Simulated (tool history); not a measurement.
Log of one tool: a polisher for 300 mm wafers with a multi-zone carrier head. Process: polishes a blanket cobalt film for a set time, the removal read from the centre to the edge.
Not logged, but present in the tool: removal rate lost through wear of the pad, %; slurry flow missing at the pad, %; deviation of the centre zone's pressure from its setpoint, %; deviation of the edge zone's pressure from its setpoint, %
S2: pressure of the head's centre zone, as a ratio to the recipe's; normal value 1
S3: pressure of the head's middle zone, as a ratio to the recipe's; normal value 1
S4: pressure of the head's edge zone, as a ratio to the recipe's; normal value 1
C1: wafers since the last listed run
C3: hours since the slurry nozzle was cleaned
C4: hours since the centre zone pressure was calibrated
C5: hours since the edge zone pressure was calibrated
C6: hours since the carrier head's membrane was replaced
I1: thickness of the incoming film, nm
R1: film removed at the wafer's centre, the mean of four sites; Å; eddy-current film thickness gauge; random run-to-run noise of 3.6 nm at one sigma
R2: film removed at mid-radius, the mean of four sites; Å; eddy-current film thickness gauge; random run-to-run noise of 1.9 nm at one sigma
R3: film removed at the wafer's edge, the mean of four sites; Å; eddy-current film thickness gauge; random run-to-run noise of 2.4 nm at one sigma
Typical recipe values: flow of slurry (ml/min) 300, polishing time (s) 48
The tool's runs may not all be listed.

{"run": 1, "hour": 0.0, "flow of slurry (ml/min)": 300, "S2": 1, "S3": 1, "S4": 1, "polishing time (s)": 48, "C1": 0, "wafers polished on this pad": 791, "C3": 745.5, "C4": 645, "C5": 579.3, "C6": 1114.1, "I1": 1609.7, "R1": 2797, "R2": 2719, "R3": 2751}
{"hour": 19.9, "done": "worn pad replaced by a new one"}
{"run": 2, "hour": 53.5, "flow of slurry (ml/min)": 300, "S2": 1, "S3": 1.08, "S4": 1, "polishing time (s)": 61, "C1": 638, "wafers polished on this pad": 433, "C3": 799, "C4": 698.5, "C5": 632.8, "C6": 1167.6, "I1": 1597.7, "R1": 3488, "R2": 3724, "R3": 3437}
{"run": 3, "hour": 65.8, "flow of slurry (ml/min)": 300, "S2": 1, "S3": 1.08, "S4": 1, "polishing time (s)": 61, "C1": 158, "wafers polished on this pad": 591, "C3": 811.3, "C4": 710.8, "C5": 645.1, "C6": 1179.9, "I1": 1567.1, "R1": 3490, "R2": 3675, "R3": 3431}
{"hour": 80.2, "done": "slurry nozzle cleaned"}
{"run": 4, "hour": 80.7, "flow of slurry (ml/min)": 300, "S2": 1, "S3": 1, "S4": 1, "polishing time (s)": 48, "C1": 179, "wafers polished on this pad": 771, "C3": 0.5, "C4": 725.7, "C5": 660, "C6": 1194.8, "I1": 1587, "R1": 2806, "R2": 2658, "R3": 2681}
{"run": 5, "hour": 87.3, "flow of slurry (ml/min)": 300, "S2": 1, "S3": 1, "S4": 1, "polishing time (s)": 48, "C1": 85, "wafers polished on this pad": 856, "C3": 7.1, "C4": 732.3, "C5": 666.6, "C6": 1201.4, "I1": 1559.9, "R1": 2766, "R2": 2702, "R3": 2692}
{"hour": 100.0, "done": "worn pad replaced by a new one"}
{"run": 6, "hour": 100.5, "flow of slurry (ml/min)": 300, "S2": 1, "S3": 1, "S4": 1, "polishing time (s)": 48, "C1": 118, "wafers polished on this pad": 6, "C3": 20.3, "C4": 745.5, "C5": 679.8, "C6": 1214.6, "I1": 1605.1, "R1": 2789, "R2": 2696, "R3": 2742}
{"run": 7, "hour": 106.3, "flow of slurry (ml/min)": 300, "S2": 1.08, "S3": 0.92, "S4": 1, "polishing time (s)": 48, "C1": 74, "wafers polished on this pad": 80, "C3": 26.1, "C4": 751.3, "C5": 685.6, "C6": 1220.4, "I1": 1576, "R1": 2999, "R2": 2506, "R3": 2726}
{"hour": 120.8, "done": "centre zone pressure recalibrated"}
{"run": 8, "hour": 121.8, "flow of slurry (ml/min)": 300, "S2": 1, "S3": 1.09, "S4": 1, "polishing time (s)": 48, "C1": 174, "wafers polished on this pad": 255, "C3": 41.6, "C4": 1, "C5": 701.1, "C6": 1235.9, "I1": 1602.1, "R1": 2768, "R2": 2879, "R3": 2699}
{"hour": 136.9, "done": "carrier head's membrane replaced by a new one"}
{"run": 9, "hour": 137.4, "flow of slurry (ml/min)": 250, "S2": 1, "S3": 1.09, "S4": 1, "polishing time (s)": 48, "C1": 136, "wafers polished on this pad": 391, "C3": 57.2, "C4": 16.6, "C5": 716.7, "C6": 0.5, "I1": 1600.9, "R1": 2731, "R2": 2839, "R3": 2637}
{"run": 10, "hour": 149.6, "flow of slurry (ml/min)": 300, "S2": 0.91, "S3": 0.9, "S4": 1, "polishing time (s)": 48, "C1": 157, "wafers polished on this pad": 549, "C3": 69.4, "C4": 28.8, "C5": 728.9, "C6": 12.7, "I1": 1600.7, "R1": 2458, "R2": 2514, "R3": 2691}
{"hour": 156.6, "done": "edge zone pressure recalibrated"}
{"run": 11, "hour": 173.9, "flow of slurry (ml/min)": 240, "S2": 1, "S3": 0.9, "S4": 0.94, "polishing time (s)": 48, "C1": 287, "wafers polished on this pad": 836, "C3": 93.7, "C4": 53.1, "C5": 17.3, "C6": 37, "I1": 1575.5, "R1": 2685, "R2": 2408, "R3": 2598}
{"run": 12, "hour": 183.7, "flow of slurry (ml/min)": 300, "S2": 0.9, "S3": 1, "S4": 1, "polishing time (s)": 48, "C1": 126, "wafers polished on this pad": 963, "C3": 103.5, "C4": 62.9, "C5": 27.1, "C6": 46.8, "I1": 1615.7, "R1": 2532, "R2": 2738, "R3": 2694}
{"hour": 191.5, "done": "worn pad replaced by a new one"}
{"run": 13, "hour": 200.3, "flow of slurry (ml/min)": 300, "S2": 1.06, "S3": 1, "S4": 0.97, "polishing time (s)": 48, "C1": 162, "wafers polished on this pad": 113, "C3": 120.1, "C4": 79.5, "C5": 43.7, "C6": 63.4, "I1": 1584.8, "R1": 2920, "R2": 2688, "R3": 2642}
{"run": 14, "hour": 215.7, "flow of slurry (ml/min)": 300, "S2": 1, "S3": 1, "S4": 1, "polishing time (s)": 48, "C1": 198, "wafers polished on this pad": 311, "C3": 135.5, "C4": 94.9, "C5": 59.1, "C6": 78.8, "I1": 1618, "R1": 2776, "R2": 2737, "R3": 2738}

Branching from run 14: 4 alternative next runs. What would each branch give?
{"run": "A", "hour": 216.1, "flow of slurry (ml/min)": 300, "S2": 1, "S3": 1, "S4": 0.96, "polishing time (s)": 48, "C1": 5, "wafers polished on this pad": 316, "C3": 135.9, "C4": 95.3, "C5": 59.5, "C6": 79.2, "I1": 1611.2, "R1": "?", "R2": "?", "R3": "?"}
{"run": "B", "hour": 216.1, "flow of slurry (ml/min)": 255, "S2": 1, "S3": 1, "S4": 1.06, "polishing time (s)": 48, "C1": 5, "wafers polished on this pad": 316, "C3": 135.9, "C4": 95.3, "C5": 59.5, "C6": 79.2, "I1": 1611.2, "R1": "?", "R2": "?", "R3": "?"}
{"run": "C", "hour": 216.1, "flow of slurry (ml/min)": 230, "S2": 1, "S3": 1, "S4": 1.06, "polishing time (s)": 61, "C1": 5, "wafers polished on this pad": 316, "C3": 135.9, "C4": 95.3, "C5": 59.5, "C6": 79.2, "I1": 1611.2, "R1": "?", "R2": "?", "R3": "?"}
{"run": "D", "hour": 216.1, "flow of slurry (ml/min)": 300, "S2": 1.07, "S3": 1, "S4": 1.07, "polishing time (s)": 48, "C1": 5, "wafers polished on this pad": 316, "C3": 135.9, "C4": 95.3, "C5": 59.5, "C6": 79.2, "I1": 1611.2, "R1": "?", "R2": "?", "R3": "?"}

run=A R1=2694 R2=2695 R3=2672
run=B R1=2648 R2=2653 R3=2770
run=C R1=3324 R2=3335 R3=3492
run=D R1=2884 R2=2693 R3=2816
Had the tool no hidden state, the same runs would have come out as:
run=A R1=2694 R2=2695 R3=2672
run=B R1=2648 R2=2653 R3=2770
run=C R1=3324 R2=3335 R3=3492
run=D R1=2884 R2=2693 R3=2816

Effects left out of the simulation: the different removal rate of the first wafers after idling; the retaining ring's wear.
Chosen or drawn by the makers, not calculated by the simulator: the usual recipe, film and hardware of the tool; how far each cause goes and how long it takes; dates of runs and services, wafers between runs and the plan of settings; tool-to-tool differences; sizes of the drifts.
